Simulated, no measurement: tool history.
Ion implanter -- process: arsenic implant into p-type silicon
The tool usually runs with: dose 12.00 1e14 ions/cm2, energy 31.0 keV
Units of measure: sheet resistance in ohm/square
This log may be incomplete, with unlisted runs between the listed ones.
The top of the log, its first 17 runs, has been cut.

run    hour   dose  energy  read-back reference wafer on the same gauge, sheet resistance  sheet resistance
 18   849.2  12.00    31.0                                                         106.99            105.63
 19   895.5  12.00    31.0                                                         107.01            105.69
 20  1000.6  14.19    27.5                                                         106.98            104.18
     1018.4  -- Faraday cup replaced and dose calibrated
 21  1024.9  15.37    21.0                                                         107.03            116.97
     1064.3  -- gauge calibrated
     1081.0  -- extraction supply calibrated
 22  1088.7  10.00    26.0                                                         106.98            126.90
 23  1141.2  10.83    41.5                                                         107.07            104.70
 24  1189.7  10.20    39.5                                                         107.08            109.64
 25  1260.2   8.98    40.0                                                         107.06            118.30
 26  1307.3  12.00    31.0                                                         107.02            108.63
 27  1338.5  13.36    40.0                                                         107.02             94.24
 28  1382.9   9.10    39.0                                                         106.98            117.24
 29  1452.5  10.19    34.0                                                         107.01            113.57
 30  1519.4   9.76    40.5                                                         106.99            110.76

Predict each of these 5 candidate next runs independently; none follows another, all start after run 30:
  A  1519.8  12.00    31.0                                                              ?                 ?
  B  1519.8  10.71    38.0                                                              ?                 ?
  C  1519.8  12.00    37.0                                                              ?                 ?
  D  1519.8   9.12    26.5                                                              ?                 ?
  E  1519.8  12.94    34.0                                                              ?                 ?

run  read-back reference wafer on the same gauge, sheet resistance  sheet resistance
  A                                                         106.96            107.54
  B                                                         106.96            106.42
  C                                                         106.96            101.09
  D                                                         106.96            129.80
  E                                                         106.96            100.65
The same runs, with their run-to-run variation unchanged, on a tool lacking any hidden condition would have given:
run  sheet resistance
  A            109.12
  B            108.17
  C            102.64
  D            131.89
  E            102.09
